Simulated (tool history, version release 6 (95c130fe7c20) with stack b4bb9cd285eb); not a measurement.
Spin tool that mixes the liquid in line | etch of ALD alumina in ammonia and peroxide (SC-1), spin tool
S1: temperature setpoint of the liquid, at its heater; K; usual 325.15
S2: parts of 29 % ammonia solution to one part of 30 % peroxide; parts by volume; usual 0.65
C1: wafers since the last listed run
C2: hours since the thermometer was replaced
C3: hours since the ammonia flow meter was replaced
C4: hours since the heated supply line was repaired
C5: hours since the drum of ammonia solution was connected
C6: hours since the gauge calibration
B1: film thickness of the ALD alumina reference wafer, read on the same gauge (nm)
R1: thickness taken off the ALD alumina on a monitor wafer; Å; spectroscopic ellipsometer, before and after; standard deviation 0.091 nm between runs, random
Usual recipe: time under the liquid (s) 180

Run 1, hour 0: usual settings but time under the liquid (s) 265; C1 0; C2 108.7; C3 1262.1; C4 2405; C5 51.1; C6 191.6; B1 49.99. Result: R1 191 Å.
Run 2, hour 51.5: usual settings but time under the liquid (s) 265; C1 444; C2 160.2; C3 1313.6; C4 2456.5; C5 102.6; C6 243.1; B1 50.01. Result: R1 189.7 Å.
Run 3, hour 109: usual settings; C1 496; C2 217.7; C3 1371.1; C4 2514; C5 160.1; C6 300.6; B1 50.01. Result: R1 128.7 Å.
Run 4, hour 138.9: usual settings but S2 0.4 parts by volume, time under the liquid (s) 85; C1 258; C2 247.6; C3 1401; C4 2543.9; C5 190; C6 330.5; B1 49.99. Result: R1 57.7 Å.
Run 5, hour 169: usual settings but S1 321.65 K, time under the liquid (s) 250; C1 259; C2 277.7; C3 1431.1; C4 2574; C5 220.1; C6 360.6; B1 49.98. Result: R1 145.8 Å.
At hour 253.5: heated supply line repaired.
Run 6, hour 381.4: usual settings; C1 1824; C2 490.1; C3 1643.5; C4 127.9; C5 432.5; C6 573; B1 49.97. Result: R1 138.3 Å.
Run 7, hour 415.2: usual settings but S2 0.4 parts by volume; C1 291; C2 523.9; C3 1677.3; C4 161.7; C5 466.3; C6 606.8; B1 50. Result: R1 131.8 Å.
Run 8, hour 483.1: usual settings but S1 319.15 K, S2 0.8 parts by volume; C1 586; C2 591.8; C3 1745.2; C4 229.6; C5 534.2; C6 674.7; B1 50.02. Result: R1 100.4 Å.
At hour 488.1: new drum of ammonia solution connected.
Run 9, hour 535.3: usual settings; C1 441; C2 644; C3 1797.4; C4 281.8; C5 47.2; C6 726.9; B1 50.01. Result: R1 136.4 Å.
At hour 657.3: thermometer replaced.
Run 10, hour 709: usual settings but S1 317.65 K, time under the liquid (s) 215; C1 1490; C2 51.7; C3 1971.1; C4 455.5; C5 220.9; C6 900.6; B1 50. Result: R1 107.6 Å.
At hour 714.1: ammonia flow meter replaced.
Run 11, hour 735.6: usual settings but time under the liquid (s) 150; C1 220; C2 78.3; C3 21.5; C4 482.1; C5 247.5; C6 927.2; B1 49.98. Result: R1 113.5 Å.
Run 12, hour 798.9: usual settings but S1 334.15 K; C1 546; C2 141.6; C3 84.8; C4 545.4; C5 310.8; C6 990.5; B1 50. Result: R1 218.4 Å.
Run 13, hour 867.4: usual settings; C1 591; C2 210.1; C3 153.3; C4 613.9; C5 379.3; C6 1059; B1 49.97. Result: R1 136.1 Å.
Run 14, hour 899.1: usual settings but S1 317.15 K, time under the liquid (s) 230; C1 273; C2 241.8; C3 185; C4 645.6; C5 411; C6 1090.7; B1 49.97. Result: R1 110.8 Å.
Run 15, hour 969.9: usual settings but S1 329.65 K, time under the liquid (s) 150; C1 611; C2 312.6; C3 255.8; C4 716.4; C5 481.8; C6 1161.5; B1 49.98. Result: R1 145 Å.
Run 16, hour 996.3: usual settings but S1 320.65 K, S2 0.4 parts by volume, time under the liquid (s) 90; C1 227; C2 339; C3 282.2; C4 742.8; C5 508.2; C6 1187.9; B1 50. Result: R1 49.8 Å.
Run 17, hour 1027.2: usual settings; C1 266; C2 369.9; C3 313.1; C4 773.7; C5 539.1; C6 1218.8; B1 50. Result: R1 135.5 Å.
At hour 1046.7: new drum of ammonia solution connected.
Run 18, hour 1098: usual settings but S1 335.15 K, S2 0.45 parts by volume; C1 602; C2 440.7; C3 383.9; C4 844.5; C5 51.3; C6 1289.6; B1 49.97. Result: R1 222.3 Å.
Run 19, hour 1155.6: usual settings; C1 497; C2 498.3; C3 441.5; C4 902.1; C5 108.9; C6 1347.2; B1 49.98. Result: R1 135.3 Å.
Run 20, hour 1222.2: usual settings; C1 574; C2 564.9; C3 508.1; C4 968.7; C5 175.5; C6 1413.8; B1 50.01. Result: R1 133.4 Å.
Run 21, hour 1271: usual settings but S1 317.65 K, S2 0.85 parts by volume; C1 421; C2 613.7; C3 556.9; C4 1017.5; C5 224.3; C6 1462.6; B1 50.03. Result: R1 90.2 Å.
Run 22, hour 1298.5: usual settings but S1 320.65 K, S2 0.4 parts by volume; C1 237; C2 641.2; C3 584.4; C4 1045; C5 251.8; C6 1490.1; B1 50.03. Result: R1 101.3 Å.
At hour 1325.5: gauge calibrated.
Run 23, hour 1340.8: usual settings but S2 0.8 parts by volume; C1 365; C2 683.5; C3 626.7; C4 1087.3; C5 294.1; C6 15.3; B1 49.99. Result: R1 137.8 Å.
Run 24, hour 1364.9: usual settings but S2 0.55 parts by volume; C1 208; C2 707.6; C3 650.8; C4 1111.4; C5 318.2; C6 39.4; B1 50.01. Result: R1 131.3 Å.
At hour 1370.2: thermometer replaced.
Run 25, hour 1423.8: usual settings; C1 499; C2 53.6; C3 709.7; C4 1170.3; C5 377.1; C6 98.3; B1 50. Result: R1 131.7 Å.

What if the next run were any one of these 4? Each begins from the tool's condition after run 25:
Run A, hour 1424.3: usual settings; C1 4; C2 54.1; C3 710.2; C4 1170.8; C5 377.6; C6 98.8; B1 ?. Result: R1 ?.
Run B, hour 1424.3: usual settings but S1 322.15 K; C1 4; C2 54.1; C3 710.2; C4 1170.8; C5 377.6; C6 98.8; B1 ?. Result: R1 ?.
Run C, hour 1424.3: usual settings but S2 0.4 parts by volume, time under the liquid (s) 95; C1 4; C2 54.1; C3 710.2; C4 1170.8; C5 377.6; C6 98.8; B1 ?. Result: R1 ?.
Run D, hour 1424.3: usual settings but S1 332.15 K, S2 0.45 parts by volume, time under the liquid (s) 215; C1 4; C2 54.1; C3 710.2; C4 1170.8; C5 377.6; C6 98.8; B1 ?. Result: R1 ?.

run  B1     R1
  A  50  134.5
  B  50    114
  C  50   67.8
  D  50  225.2
Without the tool's unlogged condition, the same runs would have read:
run     R1
  A  140.2
  B  118.9
  C   70.6
  D  234.3
